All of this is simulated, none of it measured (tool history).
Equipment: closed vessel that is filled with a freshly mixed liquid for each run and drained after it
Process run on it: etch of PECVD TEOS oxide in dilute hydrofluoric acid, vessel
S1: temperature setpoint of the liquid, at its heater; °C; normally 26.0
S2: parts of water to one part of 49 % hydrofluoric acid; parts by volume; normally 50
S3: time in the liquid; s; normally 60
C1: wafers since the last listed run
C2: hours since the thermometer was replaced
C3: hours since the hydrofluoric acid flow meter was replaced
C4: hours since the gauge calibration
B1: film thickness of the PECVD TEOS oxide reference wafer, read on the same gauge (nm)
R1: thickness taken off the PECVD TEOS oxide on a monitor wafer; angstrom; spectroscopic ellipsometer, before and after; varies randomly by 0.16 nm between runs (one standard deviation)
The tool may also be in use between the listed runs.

run	hour	S1	S2	S3	C1	C2	C3	C4	B1	R1
1	0.0	29.5	50	60	0	1644.8	1127.7	1385.0	140.00	238.3
2	53.0	29.5	50	60	3438	1697.8	1180.7	1438.0	139.97	235.2
3	79.3	26.0	50	60	1706	1724.1	1207.0	1464.3	139.97	204.6
4	104.8	26.0	50	60	1654	1749.6	1232.5	1489.8	140.01	206.6
5	136.0	26.0	40	60	2024	1780.8	1263.7	1521.0	139.98	257.1
6	162.6	24.0	50	60	1725	1807.4	1290.3	1547.6	139.98	191.0
7	208.6	26.0	50	60	2984	1853.4	1336.3	1593.6	140.02	206.8
8	263.8	26.0	50	60	3581	1908.6	1391.5	1648.8	140.00	208.6
9	302.9	26.0	50	60	2536	1947.7	1430.6	1687.9	139.99	205.9
10	334.6	26.0	50	70	2056	1979.4	1462.3	1719.6	140.00	238.2
11	364.0	26.0	50	70	1907	2008.8	1491.7	1749.0	139.99	239.1
12	394.9	26.0	50	60	2004	2039.7	1522.6	1779.9	139.93	203.8
13	438.3	30.0	25	80	2815	2083.1	1566.0	1823.3	140.05	657.9
14	501.4	26.0	75	60	4093	2146.2	1629.1	1886.4	140.01	131.9
# hour 503.6: hydrofluoric acid flow meter replaced
15	570.7	21.5	65	40	4430	2215.5	67.1	1955.7	139.99	84.8
16	715.3	23.0	35	90	9380	2360.1	211.7	2100.3	140.02	389.5
17	751.7	26.0	35	60	2361	2396.5	248.1	2136.7	140.04	298.6
# hour 799.9: gauge calibrated
18	816.3	26.0	50	60	4190	2461.1	312.7	16.4	140.01	201.7
19	854.6	26.0	50	60	2484	2499.4	351.0	54.7	140.03	203.7
20	896.2	30.5	70	60	2698	2541.0	392.6	96.3	139.97	166.6
# hour 901.0: thermometer replaced
21	950.3	26.0	50	60	3444	49.3	446.7	150.4	140.00	197.3
22	1014.4	26.0	60	85	4158	113.4	510.8	214.5	139.96	229.4
23	1067.8	26.0	50	60	3464	166.8	564.2	267.9	139.99	196.6
24	1137.7	26.0	50	40	4534	236.7	634.1	337.8	140.01	130.8
25	1182.3	30.5	35	40	2893	281.3	678.7	382.4	140.02	225.6
26	1235.3	26.0	50	75	3438	334.3	731.7	435.4	139.97	241.0
27	1300.8	26.0	50	60	4249	399.8	797.2	500.9	139.98	193.9
28	1355.2	26.0	50	60	3529	454.2	851.6	555.3	139.99	193.3
# hour 1379.6: thermometer replaced, repeated, since the last time left the tool worse
29	1392.1	26.0	50	60	2329	12.5	888.5	592.2	139.99	212.4
30	1435.6	29.0	50	60	2822	56.0	932.0	635.7	139.99	241.6
31	1499.9	28.5	60	60	4171	120.3	996.3	700.0	139.99	191.5
32	1568.1	24.0	50	80	4424	188.5	1064.5	768.2	140.03	260.7
33	1658.1	26.0	50	60	5838	278.5	1154.5	858.2	140.01	212.4
34	1705.9	27.5	45	45	3101	326.3	1202.3	906.0	139.97	187.5

Some steps in R1, run to run, broken into two amounts with sign: the step expected even without the hidden condition (settings, incoming material, random variation), and the rest, left for the hidden condition together with whatever gauge scatter is not in both the measured and the hidden-condition-free result:
What the log doesn't record here: liquid colder than its thermometer reads (K); hydrofluoric acid flow below the setpoint (%); gauge reads high (%).
Run 12 -> 13: S1 26.0 -> 30.0, S2 50 -> 25, S3 60 -> 80. R1 +454.1 angstrom: hidden state -23.0, all else +477.1.
Run 13 -> 14: S1 30.0 -> 26.0, S2 25 -> 75, S3 80 -> 60. R1 -526.0 angstrom: hidden state +26.5, all else -552.5.
Run 15 -> 16: S1 21.5 -> 23.0, S2 65 -> 35, S3 40 -> 90. R1 +304.7 angstrom: hidden state -18.5, all else +323.2.
Run 28 -> 29: thermometer replaced, repeated, since the last time left the tool worse. R1 +19.1 angstrom: hidden state +18.8, all else +0.3.
